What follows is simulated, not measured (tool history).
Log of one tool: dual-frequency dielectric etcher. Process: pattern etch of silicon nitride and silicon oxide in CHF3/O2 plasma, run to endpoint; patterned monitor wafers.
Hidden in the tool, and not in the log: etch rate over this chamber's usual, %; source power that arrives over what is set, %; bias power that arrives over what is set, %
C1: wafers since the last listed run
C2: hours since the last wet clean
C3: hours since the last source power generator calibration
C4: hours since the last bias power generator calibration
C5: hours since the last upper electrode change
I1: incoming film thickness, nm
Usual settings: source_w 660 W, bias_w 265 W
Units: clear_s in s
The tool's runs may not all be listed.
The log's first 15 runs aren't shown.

{"run": 16, "day": 16.2, "source_w": 660, "bias_w": 265, "C1": 62, "C2": 250.6, "C3": 3279.4, "C4": 4068.2, "C5": 6074.7, "I1": 204.7, "clear_s": 114.5}
{"run": 17, "day": 17.425, "source_w": 590, "bias_w": 294, "C1": 124, "C2": 280, "C3": 3308.8, "C4": 4097.6, "C5": 6104.1, "I1": 205.3, "clear_s": 115.7}
{"run": 18, "day": 18.379, "source_w": 820, "bias_w": 206, "C1": 97, "C2": 302.9, "C3": 3331.7, "C4": 4120.5, "C5": 6127, "I1": 207.4, "clear_s": 118.1}
{"run": 19, "day": 19.404, "source_w": 660, "bias_w": 265, "C1": 104, "C2": 327.5, "C3": 3356.3, "C4": 4145.1, "C5": 6151.6, "I1": 205.3, "clear_s": 115.7}
{"day": 19.683, "done": "source power generator calibrated"}
{"day": 20.742, "done": "upper electrode replaced"}
{"day": 21.4, "done": "wet clean of the chamber"}
{"run": 20, "day": 21.421, "source_w": 660, "bias_w": 203, "C1": 19, "C2": 0.5, "C3": 41.7, "C4": 4193.5, "C5": 16.3, "I1": 204.1, "clear_s": 122.6}
{"run": 21, "day": 21.904, "source_w": 660, "bias_w": 212, "C1": 49, "C2": 12.1, "C3": 53.3, "C4": 4205.1, "C5": 27.9, "I1": 206.1, "clear_s": 120.1}
{"run": 22, "day": 23.304, "source_w": 660, "bias_w": 265, "C1": 142, "C2": 45.7, "C3": 86.9, "C4": 4238.7, "C5": 61.5, "I1": 206.8, "clear_s": 113.9}
{"run": 23, "day": 24.196, "source_w": 660, "bias_w": 304, "C1": 90, "C2": 67.1, "C3": 108.3, "C4": 4260.1, "C5": 82.9, "I1": 205, "clear_s": 105.7}
{"run": 24, "day": 25.525, "source_w": 560, "bias_w": 235, "C1": 135, "C2": 99, "C3": 140.2, "C4": 4292, "C5": 114.8, "I1": 205.5, "clear_s": 124.6}
{"run": 25, "day": 26.992, "source_w": 660, "bias_w": 265, "C1": 149, "C2": 134.2, "C3": 175.4, "C4": 4327.2, "C5": 150, "I1": 206.9, "clear_s": 113.8}
{"day": 27.4, "done": "bias power generator calibrated"}
{"run": 26, "day": 27.729, "source_w": 660, "bias_w": 265, "C1": 58, "C2": 151.9, "C3": 193.1, "C4": 7.9, "C5": 167.7, "I1": 203.8, "clear_s": 113.4}
{"run": 27, "day": 29.208, "source_w": 500, "bias_w": 202, "C1": 150, "C2": 187.4, "C3": 228.6, "C4": 43.4, "C5": 203.2, "I1": 207.5, "clear_s": 141.5}
{"run": 28, "day": 30.7, "source_w": 710, "bias_w": 265, "C1": 152, "C2": 223.2, "C3": 264.4, "C4": 79.2, "C5": 239, "I1": 207, "clear_s": 113.5}
{"run": 29, "day": 31.292, "source_w": 660, "bias_w": 265, "C1": 60, "C2": 237.4, "C3": 278.6, "C4": 93.4, "C5": 253.2, "I1": 203.1, "clear_s": 114.1}
{"run": 30, "day": 31.988, "source_w": 660, "bias_w": 265, "C1": 70, "C2": 254.1, "C3": 295.3, "C4": 110.1, "C5": 269.9, "I1": 204.7, "clear_s": 116.7}
{"run": 31, "day": 32.571, "source_w": 660, "bias_w": 265, "C1": 59, "C2": 268.1, "C3": 309.3, "C4": 124.1, "C5": 283.9, "I1": 206.4, "clear_s": 117.7}
{"run": 32, "day": 33.412, "source_w": 570, "bias_w": 296, "C1": 85, "C2": 288.3, "C3": 329.5, "C4": 144.3, "C5": 304.1, "I1": 205.7, "clear_s": 116.1}
{"run": 33, "day": 33.958, "source_w": 540, "bias_w": 282, "C1": 55, "C2": 301.4, "C3": 342.6, "C4": 157.4, "C5": 317.2, "I1": 207.1, "clear_s": 122.2}
{"run": 34, "day": 35.008, "source_w": 720, "bias_w": 241, "C1": 107, "C2": 326.6, "C3": 367.8, "C4": 182.6, "C5": 342.4, "I1": 203.6, "clear_s": 116.6}
{"run": 35, "day": 36.346, "source_w": 560, "bias_w": 235, "C1": 136, "C2": 358.7, "C3": 399.9, "C4": 214.7, "C5": 374.5, "I1": 205.7, "clear_s": 130.2}
{"run": 36, "day": 37.021, "source_w": 560, "bias_w": 307, "C1": 68, "C2": 374.9, "C3": 416.1, "C4": 230.9, "C5": 390.7, "I1": 205.7, "clear_s": 118.3}

Forecast each of these 3 alternatives for the next run:
{"run": "A", "day": 37.042, "source_w": 660, "bias_w": 247, "C1": 2, "C2": 375.4, "C3": 416.6, "C4": 231.4, "C5": 391.2, "I1": 207.8, "clear_s": "?"}
{"run": "B", "day": 37.042, "source_w": 530, "bias_w": 265, "C1": 2, "C2": 375.4, "C3": 416.6, "C4": 231.4, "C5": 391.2, "I1": 207.8, "clear_s": "?"}
{"run": "C", "day": 37.042, "source_w": 660, "bias_w": 309, "C1": 2, "C2": 375.4, "C3": 416.6, "C4": 231.4, "C5": 391.2, "I1": 207.8, "clear_s": "?"}

run=A clear_s=123.9
run=B clear_s=130.5
run=C clear_s=114.1
Without the tool's hidden state the same runs would have given:
run=A clear_s=117.6
run=B clear_s=123.9
run=C clear_s=108.4

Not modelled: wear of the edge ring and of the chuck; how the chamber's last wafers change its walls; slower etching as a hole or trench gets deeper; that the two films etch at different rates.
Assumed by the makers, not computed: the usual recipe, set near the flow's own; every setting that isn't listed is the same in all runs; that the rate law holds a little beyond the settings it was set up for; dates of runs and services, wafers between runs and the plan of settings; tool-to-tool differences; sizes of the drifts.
